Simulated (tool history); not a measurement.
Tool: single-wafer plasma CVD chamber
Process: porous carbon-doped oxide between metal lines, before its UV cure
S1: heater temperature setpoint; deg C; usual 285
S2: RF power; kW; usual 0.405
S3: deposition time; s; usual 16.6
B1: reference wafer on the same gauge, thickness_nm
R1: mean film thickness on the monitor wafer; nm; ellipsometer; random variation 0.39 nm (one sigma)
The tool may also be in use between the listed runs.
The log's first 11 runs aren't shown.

{"run": 12, "hour": 281.4, "S1": 285, "S2": 0.405, "S3": 16.6, "B1": 110.442, "R1": 95.01}
{"run": 13, "hour": 311.8, "S1": 285, "S2": 0.405, "S3": 16.6, "B1": 110.483, "R1": 94.598}
{"run": 14, "hour": 333.6, "S1": 285, "S2": 0.405, "S3": 16.6, "B1": 110.38, "R1": 94.609}
{"run": 15, "hour": 350.1, "S1": 285, "S2": 0.405, "S3": 16.6, "B1": 110.475, "R1": 93.822}
{"run": 16, "hour": 377.3, "S1": 285, "S2": 0.405, "S3": 16.6, "B1": 110.436, "R1": 94.791}
{"run": 17, "hour": 399.5, "S1": 277, "S2": 0.44, "S3": 15.1, "B1": 110.568, "R1": 97.493}
{"run": 18, "hour": 421.1, "S1": 285, "S2": 0.405, "S3": 19.9, "B1": 110.319, "R1": 112.859}
{"run": 19, "hour": 455.3, "S1": 273, "S2": 0.335, "S3": 16.6, "B1": 110.32, "R1": 83.436}
{"hour": 484.5, "done": "RF generator calibrated"}
{"run": 20, "hour": 485.0, "S1": 285, "S2": 0.405, "S3": 16.6, "B1": 110.307, "R1": 94.541}
{"run": 21, "hour": 512.1, "S1": 277, "S2": 0.405, "S3": 16.6, "B1": 110.465, "R1": 97.855}
{"run": 22, "hour": 546.2, "S1": 285, "S2": 0.405, "S3": 19.6, "B1": 110.324, "R1": 111.126}
{"hour": 563.2, "done": "showerhead replaced"}
{"hour": 569.3, "done": "gauge calibrated"}
{"run": 23, "hour": 574.5, "S1": 285, "S2": 0.405, "S3": 16.6, "B1": 110.539, "R1": 94.379}
{"run": 24, "hour": 595.3, "S1": 299, "S2": 0.345, "S3": 17.8, "B1": 110.443, "R1": 79.952}
{"run": 25, "hour": 612.1, "S1": 285, "S2": 0.405, "S3": 16.6, "B1": 110.266, "R1": 94.379}
{"run": 26, "hour": 636.0, "S1": 276, "S2": 0.405, "S3": 18.2, "B1": 110.45, "R1": 107.889}
{"hour": 650.2, "done": "thermocouple changed; heater temperature recalibrated"}
{"run": 27, "hour": 737.7, "S1": 285, "S2": 0.335, "S3": 14.2, "B1": 110.34, "R1": 67.935}
{"run": 28, "hour": 771.2, "S1": 275, "S2": 0.335, "S3": 18.3, "B1": 110.359, "R1": 92.151}
{"run": 29, "hour": 795.2, "S1": 277, "S2": 0.375, "S3": 16.6, "B1": 110.493, "R1": 93.446}
{"run": 30, "hour": 814.2, "S1": 270, "S2": 0.48, "S3": 16.6, "B1": 110.395, "R1": 121.99}
{"run": 31, "hour": 829.8, "S1": 274, "S2": 0.405, "S3": 16.6, "B1": 110.282, "R1": 102.265}
{"run": 32, "hour": 857.6, "S1": 285, "S2": 0.435, "S3": 16.6, "B1": 110.434, "R1": 102.786}

Forecast each of these 5 alternatives for the next run:
{"run": "A", "hour": 858.0, "S1": 285, "S2": 0.375, "S3": 16.6, "B1": "?", "R1": "?"}
{"run": "B", "hour": 858.0, "S1": 285, "S2": 0.465, "S3": 16.6, "B1": "?", "R1": "?"}
{"run": "C", "hour": 858.0, "S1": 285, "S2": 0.43, "S3": 14, "B1": "?", "R1": "?"}
{"run": "D", "hour": 858.0, "S1": 285, "S2": 0.405, "S3": 17.7, "B1": "?", "R1": "?"}
{"run": "E", "hour": 858.0, "S1": 285, "S2": 0.465, "S3": 19.5, "B1": "?", "R1": "?"}

run=A B1=110.42 R1=89.115
run=B B1=110.42 R1=109.175
run=C B1=110.42 R1=86.483
run=D B1=110.42 R1=102.351
run=E B1=110.42 R1=127.518
Without the tool's hidden state the same runs would have given:
run=A R1=90.335
run=B R1=110.669
run=C R1=87.667
run=D R1=103.752
run=E R1=129.263
